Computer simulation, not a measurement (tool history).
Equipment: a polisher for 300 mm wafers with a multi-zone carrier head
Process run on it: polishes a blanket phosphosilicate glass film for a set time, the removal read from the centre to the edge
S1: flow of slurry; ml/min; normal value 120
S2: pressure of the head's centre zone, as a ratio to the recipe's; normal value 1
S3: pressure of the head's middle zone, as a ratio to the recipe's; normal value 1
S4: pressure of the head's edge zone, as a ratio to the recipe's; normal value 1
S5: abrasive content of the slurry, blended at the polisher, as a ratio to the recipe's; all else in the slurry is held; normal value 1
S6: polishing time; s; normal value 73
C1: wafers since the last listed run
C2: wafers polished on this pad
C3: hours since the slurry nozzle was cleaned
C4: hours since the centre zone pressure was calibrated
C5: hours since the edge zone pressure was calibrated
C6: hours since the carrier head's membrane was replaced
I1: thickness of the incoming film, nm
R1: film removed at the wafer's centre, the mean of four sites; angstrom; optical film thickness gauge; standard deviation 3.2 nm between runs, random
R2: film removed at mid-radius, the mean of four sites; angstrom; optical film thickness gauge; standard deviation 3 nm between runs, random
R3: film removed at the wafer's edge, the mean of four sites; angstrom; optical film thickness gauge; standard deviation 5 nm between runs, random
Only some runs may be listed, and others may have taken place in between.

run 1 hour=0 | S1=120 S2=1 S3=1 S4=1 S5=1 S6=73 | C1=0 C2=909 C3=14.3 C4=111.9 C5=812.2 C6=1645.6 | I1=1896.4 | R1=3673 R2=3820 R3=3956
run 2 hour=21.3 | S1=120 S2=1 S3=1 S4=1.11 S5=1 S6=98 | C1=256 C2=1165 C3=35.6 C4=133.2 C5=833.5 C6=1666.9 | I1=1877.5 | R1=4816 R2=5024 R3=5545
run 3 hour=44.7 | S1=145 S2=1 S3=1 S4=0.94 S5=1 S6=73 | C1=281 C2=1447 C3=59 C4=156.6 C5=856.9 C6=1690.3 | I1=1893.3 | R1=3941 R2=3954 R3=3970
-- hour=70 carrier head's membrane replaced by a new one
-- hour=145.3 worn pad replaced by a new one
run 4 hour=145.8 | S1=120 S2=1 S3=1 S4=1 S5=1 S6=73 | C1=1107 C2=6 C3=160.1 C4=257.7 C5=958 C6=75.8 | I1=1881.1 | R1=3331 R2=3510 R3=3764
run 5 hour=160.5 | S1=120 S2=1 S3=1 S4=1 S5=1 S6=73 | C1=176 C2=183 C3=174.8 C4=272.4 C5=972.7 C6=90.5 | I1=1905.3 | R1=3268 R2=3437 R3=3763
-- hour=180.7 slurry nozzle cleaned, repeated, since the last time left the tool worse
run 6 hour=188.6 | S1=90 S2=1 S3=1.06 S4=1 S5=1.15 S6=85 | C1=325 C2=508 C3=7.9 C4=300.5 C5=1000.8 C6=118.6 | I1=1885.5 | R1=5032 R2=5270 R3=5277
run 7 hour=223.8 | S1=120 S2=1 S3=0.92 S4=1 S5=1 S6=95 | C1=423 C2=932 C3=43.1 C4=335.7 C5=1036 C6=153.8 | I1=1910.2 | R1=5659 R2=5404 R3=5815
run 8 hour=244.2 | S1=120 S2=1 S3=1 S4=1 S5=1 S6=80 | C1=245 C2=1177 C3=63.5 C4=356.1 C5=1056.4 C6=174.2 | I1=1918.2 | R1=4767 R2=4713 R3=4749
run 9 hour=269.4 | S1=160 S2=1 S3=1 S4=1 S5=0.9 S6=73 | C1=303 C2=1480 C3=88.7 C4=381.3 C5=1081.6 C6=199.4 | I1=1868.9 | R1=4414 R2=4449 R3=4266
run 10 hour=283.2 | S1=120 S2=1 S3=1.07 S4=0.9 S5=1 S6=73 | C1=165 C2=1646 C3=102.5 C4=395.1 C5=1095.4 C6=213.2 | I1=1877.6 | R1=4256 R2=4565 R3=4128
run 11 hour=300.9 | S1=120 S2=1 S3=0.93 S4=1 S5=1 S6=73 | C1=212 C2=1859 C3=120.2 C4=412.8 C5=1113.1 C6=230.9 | I1=1879.9 | R1=4308 R2=4067 R3=4229
-- hour=312.9 edge zone pressure recalibrated
run 12 hour=314.8 | S1=120 S2=1.06 S3=1.11 S4=1 S5=1 S6=53 | C1=143 C2=2002 C3=134.1 C4=426.7 C5=1.9 C6=244.8 | I1=1893.6 | R1=3285 R2=3382 R3=3137
run 13 hour=344.6 | S1=120 S2=1 S3=1 S4=1 S5=1 S6=73 | C1=358 C2=2360 C3=163.9 C4=456.5 C5=31.7 C6=274.6 | I1=1892.9 | R1=4192 R2=4289 R3=4393
run 14 hour=369.3 | S1=120 S2=0.95 S3=1.11 S4=1 S5=1 S6=83 | C1=297 C2=2658 C3=188.6 C4=481.2 C5=56.4 C6=299.3 | I1=1883.6 | R1=4536 R2=5258 R3=4829
-- hour=387.3 worn pad replaced by a new one
run 15 hour=387.8 | S1=120 S2=0.9 S3=1.05 S4=1.07 S5=1 S6=60 | C1=174 C2=6 C3=207.1 C4=499.7 C5=74.9 C6=317.8 | I1=1889.9 | R1=3114 R2=3661 R3=3680
run 16 hour=400.9 | S1=120 S2=1 S3=1 S4=1.07 S5=0.75 S6=73 | C1=157 C2=164 C3=220.2 C4=512.8 C5=88 C6=330.9 | I1=1873.2 | R1=3579 R2=3570 R3=3858
run 17 hour=435.6 | S1=120 S2=1 S3=1 S4=1 S5=1 S6=73 | C1=417 C2=581 C3=254.9 C4=547.5 C5=122.7 C6=365.6 | I1=1898.1 | R1=4210 R2=4207 R3=4258
run 18 hour=470.5 | S1=120 S2=1 S3=1 S4=0.92 S5=1 S6=85 | C1=419 C2=1001 C3=289.8 C4=582.4 C5=157.6 C6=400.5 | I1=1867.4 | R1=4828 R2=4950 R3=4765
run 19 hour=493.8 | S1=120 S2=1 S3=1 S4=0.9 S5=0.75 S6=61 | C1=280 C2=1281 C3=313.1 C4=605.7 C5=180.9 C6=423.8 | I1=1893.3 | R1=2989 R2=2991 R3=2857
-- hour=507 centre zone pressure recalibrated
run 20 hour=522.6 | S1=120 S2=0.9 S3=1.04 S4=1.08 S5=0.7 S6=73 | C1=322 C2=1603 C3=341.9 C4=15.6 C5=209.7 C6=452.6 | I1=1878.1 | R1=3051 R2=3561 R3=3566
run 21 hour=539.7 | S1=120 S2=1 S3=0.95 S4=1 S5=1 S6=73 | C1=205 C2=1809 C3=359 C4=32.7 C5=226.8 C6=469.7 | I1=1900.6 | R1=4156 R2=4022 R3=4240
run 22 hour=567.5 | S1=160 S2=1 S3=1 S4=1 S5=1 S6=73 | C1=334 C2=2143 C3=386.8 C4=60.5 C5=254.6 C6=497.5 | I1=1870.3 | R1=4457 R2=4481 R3=4447

3 options for the next run, each taken on its own from the tool as it stands now. Forecast them:
run A hour=567.9 | S1=95 S2=1 S3=1 S4=1 S5=1 S6=73 | C1=4 C2=2148 C3=387.2 C4=60.9 C5=255 C6=497.9 | I1=1877.4 | R1=? R2=? R3=?
run B hour=567.9 | S1=120 S2=1 S3=1 S4=1.04 S5=1 S6=73 | C1=4 C2=2148 C3=387.2 C4=60.9 C5=255 C6=497.9 | I1=1877.4 | R1=? R2=? R3=?
run C hour=567.9 | S1=120 S2=1 S3=1.1 S4=1.03 S5=1 S6=94 | C1=4 C2=2148 C3=387.2 C4=60.9 C5=255 C6=497.9 | I1=1877.4 | R1=? R2=? R3=?

run=A R1=3775 R2=3827 R3=4085
run=B R1=4140 R2=4142 R3=4385
run=C R1=5334 R2=5718 R3=5614
What these runs would have given with no unlogged condition in the tool:
run=A R1=4122 R2=4128 R3=4292
run=B R1=4436 R2=4400 R3=4571
run=C R1=5716 R2=6074 R3=5851
